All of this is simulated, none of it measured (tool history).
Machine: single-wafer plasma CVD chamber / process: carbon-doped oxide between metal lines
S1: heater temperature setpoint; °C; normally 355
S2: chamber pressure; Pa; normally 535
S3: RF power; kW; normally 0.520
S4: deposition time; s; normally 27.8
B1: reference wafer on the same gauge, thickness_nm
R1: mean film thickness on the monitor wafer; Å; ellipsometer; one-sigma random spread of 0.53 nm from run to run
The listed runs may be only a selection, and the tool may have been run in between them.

{"run": 1, "day": 0.0, "S1": 355, "S2": 535, "S3": 0.52, "S4": 27.8, "B1": 148.847, "R1": 1263.88}
{"run": 2, "day": 2.867, "S1": 355, "S2": 600, "S3": 0.52, "S4": 27.8, "B1": 149.285, "R1": 1310.78}
{"run": 3, "day": 3.933, "S1": 355, "S2": 600, "S3": 0.52, "S4": 27.8, "B1": 148.966, "R1": 1304.61}
{"run": 4, "day": 5.025, "S1": 355, "S2": 600, "S3": 0.52, "S4": 27.8, "B1": 148.922, "R1": 1308.27}
{"run": 5, "day": 5.925, "S1": 355, "S2": 535, "S3": 0.52, "S4": 27.8, "B1": 149.154, "R1": 1275.51}
{"run": 6, "day": 7.112, "S1": 355, "S2": 535, "S3": 0.52, "S4": 27.8, "B1": 149.216, "R1": 1270.77}
{"run": 7, "day": 7.642, "S1": 355, "S2": 535, "S3": 0.52, "S4": 27.8, "B1": 149.156, "R1": 1276.31}
{"run": 8, "day": 8.958, "S1": 355, "S2": 535, "S3": 0.52, "S4": 27.8, "B1": 148.846, "R1": 1278.52}
{"run": 9, "day": 9.583, "S1": 355, "S2": 535, "S3": 0.52, "S4": 27.8, "B1": 148.713, "R1": 1272.99}
{"run": 10, "day": 10.192, "S1": 351, "S2": 535, "S3": 0.465, "S4": 27.8, "B1": 149.026, "R1": 1199.95}
{"run": 11, "day": 11.3, "S1": 355, "S2": 593, "S3": 0.55, "S4": 27.8, "B1": 149.038, "R1": 1344.09}
{"run": 12, "day": 12.1, "S1": 355, "S2": 407, "S3": 0.485, "S4": 27.8, "B1": 148.887, "R1": 1186.48}
{"run": 13, "day": 12.983, "S1": 355, "S2": 535, "S3": 0.52, "S4": 27.8, "B1": 149.057, "R1": 1313.51}
{"run": 14, "day": 13.996, "S1": 351, "S2": 535, "S3": 0.52, "S4": 27.8, "B1": 148.904, "R1": 1313.66}
{"run": 15, "day": 14.808, "S1": 370, "S2": 535, "S3": 0.52, "S4": 27.8, "B1": 148.949, "R1": 1247.21}
{"run": 16, "day": 15.454, "S1": 355, "S2": 485, "S3": 0.49, "S4": 27.8, "B1": 148.94, "R1": 1231.29}
{"run": 17, "day": 16.017, "S1": 343, "S2": 440, "S3": 0.6, "S4": 26.4, "B1": 149.096, "R1": 1350.2}
{"run": 18, "day": 17.308, "S1": 369, "S2": 459, "S3": 0.42, "S4": 25.7, "B1": 149.015, "R1": 970.93}
{"run": 19, "day": 17.975, "S1": 355, "S2": 535, "S3": 0.52, "S4": 27.8, "B1": 148.827, "R1": 1287.57}
{"run": 20, "day": 18.692, "S1": 355, "S2": 535, "S3": 0.52, "S4": 27.8, "B1": 149.083, "R1": 1303.41}
{"run": 21, "day": 20.192, "S1": 355, "S2": 535, "S3": 0.52, "S4": 27.8, "B1": 148.683, "R1": 1300.51}
{"run": 22, "day": 20.883, "S1": 355, "S2": 535, "S3": 0.45, "S4": 29.8, "B1": 149.025, "R1": 1265.58}
{"run": 23, "day": 21.842, "S1": 355, "S2": 535, "S3": 0.52, "S4": 27.8, "B1": 149.327, "R1": 1293.49}
{"run": 24, "day": 22.879, "S1": 359, "S2": 499, "S3": 0.52, "S4": 27.8, "B1": 149.0, "R1": 1268.18}
{"run": 25, "day": 24.138, "S1": 355, "S2": 616, "S3": 0.52, "S4": 29.9, "B1": 149.379, "R1": 1437.48}
{"run": 26, "day": 25.275, "S1": 355, "S2": 535, "S3": 0.52, "S4": 27.8, "B1": 149.194, "R1": 1289.03}
{"run": 27, "day": 25.796, "S1": 361, "S2": 479, "S3": 0.435, "S4": 32.1, "B1": 149.269, "R1": 1266.66}
{"run": 28, "day": 27.158, "S1": 355, "S2": 535, "S3": 0.52, "S4": 25.4, "B1": 148.891, "R1": 1178.5}

The log once held 5 entries between its listed runs, left out of this copy. Where does each go, and what is different about the tool's unlogged condition between the listed run before it and the listed run after it?
In the gap between runs 5 and 6: thermocouple changed; heater temperature recalibrated (day 6.638)
  delivered RF power above the setpoint (%): -3.91 -> -4
  measured less the result without the state, R1: -32.42 -> -33.06 Å
In the gap between runs 6 and 7: capacitance manometer re-zeroed and calibrated (day 7.512)
  delivered RF power above the setpoint (%): -4 -> -4.04
  measured less the result without the state, R1: -33.06 -> -33.55 Å
In the gap between runs 7 and 8: showerhead replaced (day 8.208)
  delivered RF power above the setpoint (%): -4.04 -> -4.13
  measured less the result without the state, R1: -33.55 -> -34.46 Å
In the gap between runs 11 and 12: RF generator calibrated (day 12.079)
  delivered RF power above the setpoint (%): -4.31 -> -0.471
  measured less the result without the state, R1: -37.74 -> -3.60 Å
In the gap between runs 20 and 21: gauge calibrated (day 18.900)
  delivered RF power above the setpoint (%): -0.956 -> -1.07
  measured less the result without the state, R1: -7.90 -> -8.80 Å
